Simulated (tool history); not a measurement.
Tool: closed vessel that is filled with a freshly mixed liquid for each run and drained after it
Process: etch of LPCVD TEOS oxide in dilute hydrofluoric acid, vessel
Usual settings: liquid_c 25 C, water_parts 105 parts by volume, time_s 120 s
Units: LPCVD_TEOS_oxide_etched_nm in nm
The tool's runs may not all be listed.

| run | hour | liquid_c | water_parts | time_s | read-back film thickness of the LPCVD TEOS oxide reference wafer, read on the same gauge (nm) | LPCVD_TEOS_oxide_etched_nm |
|---|---|---|---|---|---|---|
| 1 | 0 | 25 | 105 | 120 | 130.07 | 55.41 |
| 2 | 62.4 | 25 | 105 | 120 | 130 | 55.03 |
| 3 | 115.8 | 25 | 105 | 120 | 129.97 | 55.14 |
| 4 | 160.4 | 25 | 105 | 140 | 129.99 | 64.48 |
| 5 | 215.6 | 25 | 105 | 140 | 129.99 | 64.03 |
| 6 | 283.4 | 25 | 105 | 140 | 129.97 | 64.87 |
| 7 | 328.4 | 25 | 65 | 120 | 130.03 | 94.54 |
| 8 | 397.8 | 25 | 65 | 120 | 130.03 | 94.19 |
| 9 | 432.9 | 25 | 65 | 120 | 130 | 91.9 |
| 10 | 488.1 | 25 | 125 | 120 | 130.01 | 43.78 |
| 11 | 518.4 | 25 | 105 | 120 | 130.03 | 53.98 |
| 12 | 551.6 | 29 | 105 | 170 | 130.03 | 89.19 |
| 13 | 583.5 | 25 | 105 | 120 | 130.01 | 54 |
| 14 | 654.4 | 25 | 105 | 120 | 130 | 53.95 |
| 15 | 688.1 | 25 | 105 | 120 | 130 | 54 |
| 16 | 741.4 | 23.5 | 140 | 80 | 129.98 | 24.53 |
| 17 | 811.8 | 27.5 | 90 | 90 | 129.95 | 53.19 |
| 18 | 863.3 | 21 | 90 | 65 | 130.05 | 29.7 |
| 19 | 902.2 | 25 | 105 | 175 | 130.02 | 78.77 |
| 20 | 973.9 | 21.5 | 90 | 55 | 130.06 | 25.75 |
| 21 | 1023.9 | 25 | 105 | 120 | 130.01 | 54.61 |
| 22 | 1076.2 | 20.5 | 70 | 95 | 130 | 55.89 |
| 23 | 1140 | 25 | 105 | 75 | 130.03 | 33.82 |
| 24 | 1175.4 | 28 | 70 | 85 | 129.98 | 68.21 |
| 25 | 1200.7 | 25 | 120 | 120 | 129.99 | 46.61 |
| 26 | 1247.4 | 25 | 105 | 120 | 130 | 54.12 |
| 27 | 1309.5 | 25 | 130 | 155 | 130.02 | 55.12 |
| 28 | 1376.6 | 23.5 | 65 | 175 | 129.99 | 127.12 |
| 29 | 1433 | 25 | 145 | 120 | 129.98 | 37.7 |
| 30 | 1474.3 | 25 | 105 | 120 | 129.97 | 54.86 |
| 31 | 1524.9 | 25 | 105 | 120 | 130.03 | 54.23 |
| 32 | 1551.1 | 25 | 105 | 160 | 130.02 | 72.51 |
| 33 | 1578.1 | 29 | 80 | 120 | 130 | 87.24 |

Taken out of this log: 3 entries between the listed runs. Where each belongs, and how the hidden state differs across it:
Between runs 8 and 9: thermometer replaced (hour 399.6)
  liquid hotter than its thermometer reads (K): 0.797 -> 0.0184
  measured less the result without the state, LPCVD_TEOS_oxide_etched_nm: +2.98 -> +0.08 nm
Between runs 15 and 16: gauge calibrated (hour 700.1)
  liquid hotter than its thermometer reads (K): 0.0949 -> 0.111
  measured less the result without the state, LPCVD_TEOS_oxide_etched_nm: +0.19 -> +0.11 nm
Between runs 18 and 19: hydrofluoric acid flow meter replaced (hour 883.1)
  liquid hotter than its thermometer reads (K): 0.147 -> 0.159
  measured less the result without the state, LPCVD_TEOS_oxide_etched_nm: +0.18 -> +0.49 nm
